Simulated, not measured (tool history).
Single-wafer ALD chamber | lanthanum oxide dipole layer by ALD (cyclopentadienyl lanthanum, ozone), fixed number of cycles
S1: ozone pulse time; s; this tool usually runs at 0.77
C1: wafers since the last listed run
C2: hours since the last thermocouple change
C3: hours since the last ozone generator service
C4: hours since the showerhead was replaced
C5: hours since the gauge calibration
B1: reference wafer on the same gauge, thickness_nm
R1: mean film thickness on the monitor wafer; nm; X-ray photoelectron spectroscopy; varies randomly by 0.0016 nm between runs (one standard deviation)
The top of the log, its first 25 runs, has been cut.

-- hour=1694.2 ozone generator serviced
run 26 hour=1887.1 | S1=1.03 | C1=3815 C2=1009.5 C3=192.9 C4=643.8 C5=974.7 | B1=0.527 | R1=0.549
run 27 hour=1974.2 | S1=0.87 | C1=1454 C2=1096.6 C3=280.0 C4=730.9 C5=1061.8 | B1=0.525 | R1=0.515
run 28 hour=2022.7 | S1=0.53 | C1=809 C2=1145.1 C3=328.5 C4=779.4 C5=1110.3 | B1=0.526 | R1=0.340
run 29 hour=2129.4 | S1=0.77 | C1=1781 C2=1251.8 C3=435.2 C4=886.1 C5=1217.0 | B1=0.526 | R1=0.478
run 30 hour=2202.3 | S1=0.50 | C1=1217 C2=1324.7 C3=508.1 C4=959.0 C5=1289.9 | B1=0.527 | R1=0.313
run 31 hour=2238.7 | S1=1.06 | C1=607 C2=1361.1 C3=544.5 C4=995.4 C5=1326.3 | B1=0.527 | R1=0.552
run 32 hour=2290.0 | S1=0.77 | C1=856 C2=1412.4 C3=595.8 C4=1046.7 C5=1377.6 | B1=0.526 | R1=0.476
-- hour=2335.0 thermocouple changed; heater temperature recalibrated
run 33 hour=2381.4 | S1=0.56 | C1=1392 C2=46.4 C3=687.2 C4=1138.1 C5=1469.0 | B1=0.526 | R1=0.359

Each row is a separate what-if for the run after 33, all from the same tool condition, not one after another. Results?
run A hour=2381.8 | S1=0.52 | C1=6 C2=46.8 C3=687.6 C4=1138.5 C5=1469.4 | B1=? | R1=?
run B hour=2381.8 | S1=0.96 | C1=6 C2=46.8 C3=687.6 C4=1138.5 C5=1469.4 | B1=? | R1=?
run C hour=2381.8 | S1=0.54 | C1=6 C2=46.8 C3=687.6 C4=1138.5 C5=1469.4 | B1=? | R1=?

run=A B1=0.527 R1=0.329
run=B B1=0.527 R1=0.535
run=C B1=0.527 R1=0.345
With no hidden state in the tool, these same runs would have given:
run=A R1=0.335
run=B R1=0.540
run=C R1=0.351
